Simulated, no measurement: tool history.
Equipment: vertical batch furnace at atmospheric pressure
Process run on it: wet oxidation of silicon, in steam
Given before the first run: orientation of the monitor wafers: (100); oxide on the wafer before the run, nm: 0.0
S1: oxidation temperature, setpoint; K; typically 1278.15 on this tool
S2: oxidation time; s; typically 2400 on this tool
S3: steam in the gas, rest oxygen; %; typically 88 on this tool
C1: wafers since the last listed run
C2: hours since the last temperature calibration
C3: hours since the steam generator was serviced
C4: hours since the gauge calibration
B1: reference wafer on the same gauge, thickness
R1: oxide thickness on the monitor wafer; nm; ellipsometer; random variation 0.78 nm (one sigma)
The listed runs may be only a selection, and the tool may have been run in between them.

| run | hour | S1 | S2 | S3 | C1 | C2 | C3 | C4 | B1 | R1 |
|---|---|---|---|---|---|---|---|---|---|---|
| 1 | 0.0 | 1278.15 | 2400 | 88 | 0 | 2433.7 | 3274.5 | 362.2 | 327.84 | 309.96 |
| 2 | 58.6 | 1278.15 | 2400 | 88 | 777 | 2492.3 | 3333.1 | 420.8 | 328.19 | 309.63 |
| 3 | 127.7 | 1278.15 | 2400 | 88 | 916 | 2561.4 | 3402.2 | 489.9 | 328.82 | 309.74 |
| 4 | 225.9 | 1278.15 | 2400 | 88 | 1302 | 2659.6 | 3500.4 | 588.1 | 329.56 | 311.40 |
| 5 | 281.4 | 1278.15 | 2400 | 97 | 736 | 2715.1 | 3555.9 | 643.6 | 329.80 | 333.80 |
| 6 | 323.1 | 1278.15 | 2400 | 97 | 553 | 2756.8 | 3597.6 | 685.3 | 329.80 | 334.88 |
| 7 | 431.1 | 1278.15 | 2400 | 97 | 1432 | 2864.8 | 3705.6 | 793.3 | 331.23 | 335.40 |
| 8 | 492.7 | 1278.15 | 2400 | 88 | 817 | 2926.4 | 3767.2 | 854.9 | 331.86 | 313.32 |
| 9 | 540.7 | 1278.15 | 2400 | 88 | 636 | 2974.4 | 3815.2 | 902.9 | 332.31 | 315.38 |
| 10 | 597.5 | 1278.15 | 2400 | 88 | 753 | 3031.2 | 3872.0 | 959.7 | 332.79 | 314.99 |
| 11 | 643.3 | 1278.15 | 2400 | 88 | 607 | 3077.0 | 3917.8 | 1005.5 | 333.65 | 316.57 |
|  | 672.0 | steam generator serviced |
| 12 | 697.9 | 1278.15 | 2400 | 88 | 405 | 3131.6 | 25.9 | 1060.1 | 334.25 | 315.36 |
| 13 | 796.0 | 1278.15 | 2400 | 93 | 1301 | 3229.7 | 124.0 | 1158.2 | 335.72 | 330.68 |
|  | 834.1 | gauge calibrated |
| 14 | 859.5 | 1278.15 | 2400 | 88 | 842 | 3293.2 | 187.5 | 25.4 | 327.24 | 309.10 |
| 15 | 964.4 | 1257.15 | 1500 | 94 | 1391 | 3398.1 | 292.4 | 130.3 | 327.37 | 188.07 |
| 16 | 1001.0 | 1278.15 | 2400 | 88 | 485 | 3434.7 | 329.0 | 166.9 | 327.43 | 309.57 |
| 17 | 1102.3 | 1301.15 | 3180 | 76 | 1343 | 3536.0 | 430.3 | 268.2 | 327.70 | 402.19 |
| 18 | 1189.3 | 1259.15 | 1260 | 78 | 1153 | 3623.0 | 517.3 | 355.2 | 328.03 | 144.27 |
|  | 1229.0 | thermocouples replaced and temperature profile calibrated |
| 19 | 1274.6 | 1299.15 | 3060 | 78 | 813 | 45.6 | 602.6 | 440.5 | 328.40 | 392.73 |
| 20 | 1376.1 | 1278.15 | 2400 | 88 | 1346 | 147.1 | 704.1 | 542.0 | 328.98 | 310.39 |
| 21 | 1413.8 | 1298.15 | 2400 | 88 | 500 | 184.8 | 741.8 | 579.7 | 329.06 | 361.90 |
| 22 | 1518.4 | 1278.15 | 2400 | 88 | 1387 | 289.4 | 846.4 | 684.3 | 330.06 | 311.46 |
| 23 | 1574.4 | 1278.15 | 2400 | 85 | 742 | 345.4 | 902.4 | 740.3 | 330.86 | 305.92 |
| 24 | 1673.4 | 1278.15 | 2400 | 81 | 1313 | 444.4 | 1001.4 | 839.3 | 331.67 | 294.72 |
| 25 | 1772.1 | 1278.15 | 2400 | 85 | 1309 | 543.1 | 1100.1 | 938.0 | 332.51 | 306.22 |

Branching from run 25: 4 alternative next runs. What would each branch give?
| A | 1776.0 | 1278.15 | 2400 | 88 | 51 | 547.0 | 1104.0 | 941.9 | ? | ? |
| B | 1776.0 | 1278.15 | 2940 | 97 | 51 | 547.0 | 1104.0 | 941.9 | ? | ? |
| C | 1776.0 | 1258.15 | 3150 | 95 | 51 | 547.0 | 1104.0 | 941.9 | ? | ? |
| D | 1776.0 | 1302.15 | 2400 | 88 | 51 | 547.0 | 1104.0 | 941.9 | ? | ? |

| run | B1 | R1 |
|---|---|---|
| A | 333.10 | 314.91 |
| B | 333.10 | 388.81 |
| C | 333.10 | 344.06 |
| D | 333.10 | 375.51 |
The same runs, with their run-to-run variation unchanged, on a tool lacking any hidden condition would have given:
| run | R1 |
|---|---|
| A | 310.26 |
| B | 383.08 |
| C | 338.99 |
| D | 369.97 |

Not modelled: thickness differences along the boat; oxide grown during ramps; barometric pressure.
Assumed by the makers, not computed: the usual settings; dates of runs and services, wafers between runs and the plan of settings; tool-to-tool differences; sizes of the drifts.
